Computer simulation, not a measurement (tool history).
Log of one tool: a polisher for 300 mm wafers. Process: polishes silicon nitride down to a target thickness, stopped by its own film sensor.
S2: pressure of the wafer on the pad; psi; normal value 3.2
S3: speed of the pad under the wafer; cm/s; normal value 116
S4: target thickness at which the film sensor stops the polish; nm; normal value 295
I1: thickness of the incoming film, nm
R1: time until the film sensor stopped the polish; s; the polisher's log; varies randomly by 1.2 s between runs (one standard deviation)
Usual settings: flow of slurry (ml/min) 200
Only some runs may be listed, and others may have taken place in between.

{"run": 1, "hour": 0.0, "flow of slurry (ml/min)": 200, "S2": 3.2, "S3": 86, "S4": 295, "I1": 419.5, "R1": 102.1}
{"run": 2, "hour": 6.1, "flow of slurry (ml/min)": 200, "S2": 3.8, "S3": 116, "S4": 295, "I1": 416.4, "R1": 68.1}
{"run": 3, "hour": 14.3, "flow of slurry (ml/min)": 200, "S2": 3.8, "S3": 116, "S4": 295, "I1": 420.2, "R1": 69.0}
{"hour": 21.2, "done": "worn pad replaced by a new one"}
{"run": 4, "hour": 21.8, "flow of slurry (ml/min)": 200, "S2": 3.8, "S3": 116, "S4": 295, "I1": 415.1, "R1": 65.4}
{"run": 5, "hour": 30.2, "flow of slurry (ml/min)": 200, "S2": 3.2, "S3": 116, "S4": 295, "I1": 423.2, "R1": 85.0}
{"run": 6, "hour": 39.1, "flow of slurry (ml/min)": 200, "S2": 3.2, "S3": 116, "S4": 295, "I1": 425.1, "R1": 85.0}
{"run": 7, "hour": 50.9, "flow of slurry (ml/min)": 200, "S2": 3.2, "S3": 116, "S4": 295, "I1": 419.9, "R1": 81.5}
{"run": 8, "hour": 66.4, "flow of slurry (ml/min)": 200, "S2": 3.2, "S3": 116, "S4": 295, "I1": 422.3, "R1": 82.0}
{"run": 9, "hour": 79.0, "flow of slurry (ml/min)": 200, "S2": 3.2, "S3": 116, "S4": 295, "I1": 421.0, "R1": 83.0}
{"run": 10, "hour": 90.7, "flow of slurry (ml/min)": 200, "S2": 3.2, "S3": 116, "S4": 295, "I1": 414.7, "R1": 77.7}
{"run": 11, "hour": 99.3, "flow of slurry (ml/min)": 200, "S2": 3.2, "S3": 116, "S4": 295, "I1": 416.0, "R1": 79.2}
{"run": 12, "hour": 114.9, "flow of slurry (ml/min)": 200, "S2": 3.2, "S3": 116, "S4": 295, "I1": 417.0, "R1": 81.3}
{"hour": 125.5, "done": "slurry nozzle cleaned"}
{"run": 13, "hour": 141.3, "flow of slurry (ml/min)": 200, "S2": 3.2, "S3": 116, "S4": 295, "I1": 425.0, "R1": 85.7}
{"run": 14, "hour": 157.9, "flow of slurry (ml/min)": 200, "S2": 3.2, "S3": 116, "S4": 295, "I1": 414.4, "R1": 78.6}
{"run": 15, "hour": 167.8, "flow of slurry (ml/min)": 200, "S2": 3.2, "S3": 130, "S4": 322, "I1": 418.9, "R1": 59.2}
{"run": 16, "hour": 174.8, "flow of slurry (ml/min)": 200, "S2": 3.8, "S3": 116, "S4": 295, "I1": 425.4, "R1": 73.3}
{"hour": 188.1, "done": "head pressure recalibrated"}
{"hour": 193.9, "done": "worn pad replaced by a new one"}
{"run": 17, "hour": 194.4, "flow of slurry (ml/min)": 200, "S2": 2.8, "S3": 116, "S4": 316, "I1": 420.7, "R1": 78.1}
{"run": 18, "hour": 199.0, "flow of slurry (ml/min)": 200, "S2": 3.2, "S3": 130, "S4": 322, "I1": 414.3, "R1": 54.1}
{"run": 19, "hour": 205.8, "flow of slurry (ml/min)": 140, "S2": 2.2, "S3": 116, "S4": 309, "I1": 414.0, "R1": 107.4}
{"run": 20, "hour": 223.2, "flow of slurry (ml/min)": 200, "S2": 2.9, "S3": 102, "S4": 295, "I1": 422.9, "R1": 105.1}
{"run": 21, "hour": 230.5, "flow of slurry (ml/min)": 130, "S2": 3.8, "S3": 98, "S4": 323, "I1": 410.8, "R1": 60.3}
{"run": 22, "hour": 246.7, "flow of slurry (ml/min)": 235, "S2": 3.2, "S3": 152, "S4": 320, "I1": 417.7, "R1": 50.0}
{"run": 23, "hour": 263.4, "flow of slurry (ml/min)": 235, "S2": 3.2, "S3": 88, "S4": 309, "I1": 412.7, "R1": 83.3}
{"run": 24, "hour": 281.0, "flow of slurry (ml/min)": 200, "S2": 3.2, "S3": 116, "S4": 277, "I1": 414.9, "R1": 89.5}
{"run": 25, "hour": 288.5, "flow of slurry (ml/min)": 200, "S2": 3.2, "S3": 116, "S4": 295, "I1": 422.2, "R1": 83.4}

Below are 5 alternative next runs, each starting from the tool's condition after run 25. Predict each:
{"run": "A", "hour": 288.9, "flow of slurry (ml/min)": 200, "S2": 3.2, "S3": 116, "S4": 295, "I1": 422.5, "R1": "?"}
{"run": "B", "hour": 288.9, "flow of slurry (ml/min)": 220, "S2": 3.2, "S3": 116, "S4": 322, "I1": 422.5, "R1": "?"}
{"run": "C", "hour": 288.9, "flow of slurry (ml/min)": 200, "S2": 2.8, "S3": 104, "S4": 295, "I1": 422.5, "R1": "?"}
{"run": "D", "hour": 288.9, "flow of slurry (ml/min)": 165, "S2": 4.2, "S3": 154, "S4": 306, "I1": 422.5, "R1": "?"}
{"run": "E", "hour": 288.9, "flow of slurry (ml/min)": 250, "S2": 3.6, "S3": 116, "S4": 308, "I1": 422.5, "R1": "?"}

run=A R1=82.0
run=B R1=63.8
run=C R1=102.2
run=D R1=46.9
run=E R1=63.6
Had the tool no hidden state, the same runs would have come out as:
run=A R1=82.0
run=B R1=63.8
run=C R1=102.2
run=D R1=46.9
run=E R1=63.6
